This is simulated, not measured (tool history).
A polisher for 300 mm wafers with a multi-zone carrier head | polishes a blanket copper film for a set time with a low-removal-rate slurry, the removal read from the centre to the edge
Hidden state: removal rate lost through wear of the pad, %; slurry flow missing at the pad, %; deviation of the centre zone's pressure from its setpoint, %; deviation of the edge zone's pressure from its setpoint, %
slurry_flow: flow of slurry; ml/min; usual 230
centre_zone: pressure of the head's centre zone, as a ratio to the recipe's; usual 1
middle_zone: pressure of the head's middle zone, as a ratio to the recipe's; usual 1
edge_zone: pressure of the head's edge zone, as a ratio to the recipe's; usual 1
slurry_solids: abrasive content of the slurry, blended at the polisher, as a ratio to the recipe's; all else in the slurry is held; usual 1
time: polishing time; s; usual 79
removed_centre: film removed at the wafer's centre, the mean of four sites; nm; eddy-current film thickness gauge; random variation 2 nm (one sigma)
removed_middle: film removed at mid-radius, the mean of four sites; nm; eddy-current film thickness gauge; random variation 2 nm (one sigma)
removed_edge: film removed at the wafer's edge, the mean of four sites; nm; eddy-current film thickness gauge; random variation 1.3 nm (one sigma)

run   hour  slurry_flow  centre_zone  middle_zone  edge_zone  slurry_solids  time  wafers since the last listed run  wafers polished on this pad  hours since the slurry nozzle was cleaned  hours since the centre zone pressure was calibrated  hours since the edge zone pressure was calibrated  hours since the carrier head's membrane was replaced  incoming thickness of the incoming film, nm  removed_centre  removed_middle  removed_edge
  1      0          230            1            1       1.03              1    79                                 0                          600                                      629.6                                               1641.1                                                6.5                                                  17.9                                        798.9           199.8           196.2         196.1
         7  -- centre zone pressure recalibrated
  2   15.3          230            1            1       1.03              1    79                               190                          790                                      644.9                                                  8.3                                               21.8                                                  33.2                                        813.9           194.3           191.9         192.6
  3   22.2          230            1            1          1              1    79                                98                          889                                      651.8                                                 15.2                                               28.7                                                  40.1                                        798.3           195.3           194.7         189.1
      30.2  -- slurry nozzle cleaned
  4   31.8          230            1            1          1              1    79                               123                         1013                                        1.6                                                 24.8                                               38.3                                                  49.7                                        794.4           205.1           199.4         193.9
      41.4  -- worn pad replaced by a new one
  5   41.9          230            1            1          1              1    79                                87                            7                                       11.7                                                 34.9                                               48.4                                                  59.8                                        798.2             216           215.4         206.8
  6   47.5          230            1         1.05          1            0.8    79                                80                           87                                       17.3                                                 40.5                                                 54                                                  65.4                                        813.4           203.7           204.5         193.7
  7   63.4          230            1            1          1            1.1    94                               227                          315                                       33.2                                                 56.4                                               69.9                                                  81.3                                        801.9           263.4           253.4         250.9
  8   71.5          230         1.03            1       0.95            1.2    96                               116                          431                                       41.3                                                 64.5                                                 78                                                  89.4                                        803.8           280.4           263.6         253.4
  9     82          230            1            1          1              1    79                               150                          582                                       51.8                                                   75                                               88.5                                                  99.9                                        801.3           209.8           208.3         202.2
 10   89.3          230            1            1          1              1    79                               104                          686                                       59.1                                                 82.3                                               95.8                                                 107.2                                        810.1             210           206.4         200.5
 11   95.8          230            1            1          1           1.25   105                                93                          780                                       65.6                                                 88.8                                              102.3                                                 113.7                                        807.7           291.3           285.3         280.6
 12  113.4          205            1            1          1           1.25   104                               252                         1032                                       83.2                                                106.4                                              119.9                                                 131.3                                        809.2           283.2           280.4         273.5
 13    121          230         0.95         0.91       1.06              1    99                               108                         1141                                       90.8                                                  114                                              127.5                                                 138.9                                        804.8           244.1           231.8         251.8
 14  132.1          230         1.03            1          1              1    79                               159                         1300                                      101.9                                                125.1                                              138.6                                                   150                                        800.7           205.4           202.2         193.8
     138.9  -- worn pad replaced by a new one
 15  143.3          230            1            1          1              1    79                               103                           62                                      113.1                                                136.3                                              149.8                                                 161.2                                        785.5           216.3           212.6         205.6
 16  153.3          230            1            1          1              1    79                               143                          206                                      123.1                                                146.3                                              159.8                                                 171.2                                        793.3           217.4           209.5         204.2
 17  162.1          230            1         1.06          1              1    79                               126                          332                                      131.9                                                155.1                                              168.6                                                   180                                        794.5           217.6           219.5         203.5
 18  173.2          230            1         1.08       0.94              1    79                               159                          491                                        143                                                166.2                                              179.7                                                 191.1                                        786.3           210.2           218.1         193.6
 19  179.8          230            1            1          1            0.8    79                                94                          586                                      149.6                                                172.8                                              186.3                                                 197.7                                        786.6           201.3           194.6         188.5
 20  189.7          155            1            1       0.91              1   100                               141                          727                                      159.5                                                182.7                                              196.2                                                 207.6                                        804.1           250.4             249         230.6
 21  198.3          230            1         0.97          1            1.2    79                               123                          851                                      168.1                                                191.3                                              204.8                                                 216.2                                          800           217.2           208.7           206
 22  215.5          230            1            1          1              1    79                               246                         1097                                      185.3                                                208.5                                                222                                                 233.4                                        798.6           204.4           202.6         193.8
 23  230.3          230         1.09            1       0.93           1.15    79                               212                         1309                                      200.1                                                223.3                                              236.8                                                 248.2                                        791.4           229.9           203.3         194.1

How the hidden state differs across the entries between the runs, from the last listed run before each to the first after it:
Between runs 1 and 2: centre zone pressure recalibrated (hour 7)
  removal rate lost through wear of the pad, %: 3.53 -> 4.6; slurry flow missing at the pad, %: 37.7 -> 39.5
  measured less the result without the state, removed_centre: -20.2 -> -22.9 nm; removed_middle: -18.4 -> -21.2 nm; removed_edge: -15.3 -> -17.9 nm
Between runs 3 and 4: slurry nozzle cleaned (hour 30.2)
  removal rate lost through wear of the pad, %: 5.08 -> 5.75; slurry flow missing at the pad, %: 40.4 -> 6.79
  measured less the result without the state, removed_centre: -24.6 -> -14.3 nm; removed_middle: -23 -> -13.7 nm; removed_edge: -19 -> -13 nm
Between runs 4 and 5: worn pad replaced by a new one (hour 41.4)
  removal rate lost through wear of the pad, %: 5.75 -> 0.28; slurry flow missing at the pad, %: 6.79 -> 6.8
  measured less the result without the state, removed_centre: -14.3 -> -2.3 nm; removed_middle: -13.7 -> -2.2 nm; removed_edge: -13 -> -1.7 nm
Between runs 14 and 15: worn pad replaced by a new one (hour 138.9)
  removal rate lost through wear of the pad, %: 6.56 -> 0.778; slurry flow missing at the pad, %: 7.77 -> 8
  measured less the result without the state, removed_centre: -16.5 -> -3.8 nm; removed_middle: -16 -> -3.5 nm; removed_edge: -14.9 -> -2.9 nm
